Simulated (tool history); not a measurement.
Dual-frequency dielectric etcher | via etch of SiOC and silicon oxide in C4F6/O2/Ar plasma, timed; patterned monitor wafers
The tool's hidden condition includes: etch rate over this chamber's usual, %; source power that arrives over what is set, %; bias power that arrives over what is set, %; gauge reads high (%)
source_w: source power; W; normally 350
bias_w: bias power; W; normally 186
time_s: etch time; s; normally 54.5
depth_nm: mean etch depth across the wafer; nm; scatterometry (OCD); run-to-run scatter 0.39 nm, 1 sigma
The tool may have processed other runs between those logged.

| run | hour | source_w | bias_w | time_s | wafers since the last listed run | hours since the last wet clean | hours since the last source power generator calibration | hours since the last bias power generator calibration | hours since the last upper electrode change | hours since the gauge calibration | read-back reference wafer on the same gauge, depth_nm | depth_nm |
|---|---|---|---|---|---|---|---|---|---|---|---|---|
| 1 | 0 | 350 | 167 | 54.5 | 0 | 232.4 | 5224.3 | 4542.1 | 4507.6 | 226 | 54.5 | 59.6 |
| 2 | 28.4 | 350 | 167 | 54.5 | 289 | 260.8 | 5252.7 | 4570.5 | 4536 | 254.4 | 54.5 | 59.6 |
| 3 | 47.2 | 350 | 186 | 54.5 | 191 | 279.6 | 5271.5 | 4589.3 | 4554.8 | 273.2 | 54.6 | 63.9 |
| 4 | 65.1 | 350 | 186 | 54.5 | 182 | 297.5 | 5289.4 | 4607.2 | 4572.7 | 291.1 | 54.5 | 63.5 |
|  | 103.2 | upper electrode replaced |
| 5 | 103.7 | 350 | 186 | 54.5 | 148 | 336.1 | 5328 | 4645.8 | 0.5 | 329.7 | 54.6 | 63.5 |
| 6 | 107 | 350 | 186 | 54.5 | 33 | 339.4 | 5331.3 | 4649.1 | 3.8 | 333 | 54.5 | 62.5 |
|  | 109.3 | gauge calibrated |
| 7 | 120.2 | 350 | 186 | 54.5 | 134 | 352.6 | 5344.5 | 4662.3 | 17 | 10.9 | 54.7 | 63.6 |
|  | 141.3 | source power generator calibrated |
|  | 156.2 | wet clean of the chamber |
| 8 | 156.7 | 350 | 186 | 54.5 | 179 | 0.5 | 15.4 | 4698.8 | 53.5 | 47.4 | 54.6 | 66.7 |
| 9 | 157.9 | 430 | 161 | 49 | 12 | 1.7 | 16.6 | 4700 | 54.7 | 48.6 | 54.6 | 60.2 |
|  | 162.8 | bias power generator calibrated |
| 10 | 173.9 | 350 | 186 | 54.5 | 122 | 17.7 | 32.6 | 11.1 | 70.7 | 64.6 | 54.7 | 66.2 |
|  | 212.8 | wet clean of the chamber, repeated, since the last time left the tool worse |
| 11 | 213.3 | 350 | 186 | 54.5 | 157 | 0.5 | 72 | 50.5 | 110.1 | 104 | 54.6 | 62.2 |
| 12 | 230.6 | 300 | 150 | 62 | 176 | 17.8 | 89.3 | 67.8 | 127.4 | 121.3 | 54.6 | 59.8 |
| 13 | 260.2 | 350 | 166 | 54.5 | 301 | 47.4 | 118.9 | 97.4 | 157 | 150.9 | 54.5 | 59.2 |

Predict the results of run 14:
| 14 | 274.2 | 350 | 157 | 65 | 142 | 61.4 | 132.9 | 111.4 | 171 | 164.9 | ? | ? |

read-back reference wafer on the same gauge, depth_nm: 54.6
depth_nm: 68.1 nm
With the hidden condition absent and the run-to-run variation left alone, this run would have shown depth_nm 67.5 nm.
